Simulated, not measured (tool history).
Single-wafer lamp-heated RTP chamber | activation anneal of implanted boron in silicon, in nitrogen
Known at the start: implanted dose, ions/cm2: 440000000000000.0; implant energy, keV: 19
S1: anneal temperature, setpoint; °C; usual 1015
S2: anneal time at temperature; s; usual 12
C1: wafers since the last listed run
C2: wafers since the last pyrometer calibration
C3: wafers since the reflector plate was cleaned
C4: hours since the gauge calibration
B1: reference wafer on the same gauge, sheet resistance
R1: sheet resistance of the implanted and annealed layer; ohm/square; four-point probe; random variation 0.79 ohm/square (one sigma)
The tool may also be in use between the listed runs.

run   hour    S1  S2    C1    C2    C3     C4      B1      R1
  1      0  1031  12     0   508  6218  251.5  256.23  256.15
  2     14  1015  17   261   770  6479  265.5  256.37     256
  3   35.1  1015  12   394  1164  6874  286.6  256.74  257.96
  4   66.9  1015  12   594  1758  7468  318.4  257.26  258.25
  5  102.3  1021  18   661  2420  8129  353.8  257.65  255.28
  6  117.2  1021  18   278  2698  8408  368.7   257.8  257.29
  7  147.6  1021  18   568  3266  8976  399.1  258.23   257.6
  8  172.2   997  12   459  3726  9435  423.7  258.79  266.15
     181.5  -- pyrometer window cleaned and pyrometer calibrated
     194.8  -- reflector plate cleaned
  9  199.5  1039  18   211   187    87    451  259.29     256
     221.2  -- gauge calibrated
 10  227.6  1039   6   525   712   612    6.4  254.63  252.25
 11    262  1015  12   642  1355  1255   40.8  254.55  255.07
 12  282.5   996   8   383  1738  1638   61.3  254.83  262.96
 13  301.5  1015  15   355  2093  1993   80.3  254.82  254.29
     383.4  -- pyrometer window cleaned and pyrometer calibrated
 14  387.8  1040  16  1463    81  3456  166.6  255.35  253.41
 15  409.5   995   8   405   487  3861  188.3  255.11  264.52
 16  425.7  1015  12   302   789  4164  204.5  255.27  256.87
 17  449.2  1004  17   439  1228  4603    228     256  259.44

Forecast each of these 5 alternatives for the next run:
  A  449.6  1015  12   7  1236  4610  228.4   ?   ?
  B  449.6  1005   7   7  1236  4610  228.4   ?   ?
  C  449.6   991   9   7  1236  4610  228.4   ?   ?
  D  449.6   987  12   7  1236  4610  228.4   ?   ?
  E  449.6  1003  17   7  1236  4610  228.4   ?   ?

run      B1      R1
  A  255.63  256.81
  B  255.63  261.17
  C  255.63  267.38
  D  255.63  268.63
  E  255.63  258.72
Without the tool's hidden state the same runs would have given:
run      R1
  A   256.1
  B  260.45
  C  266.64
  D  267.88
  E     258
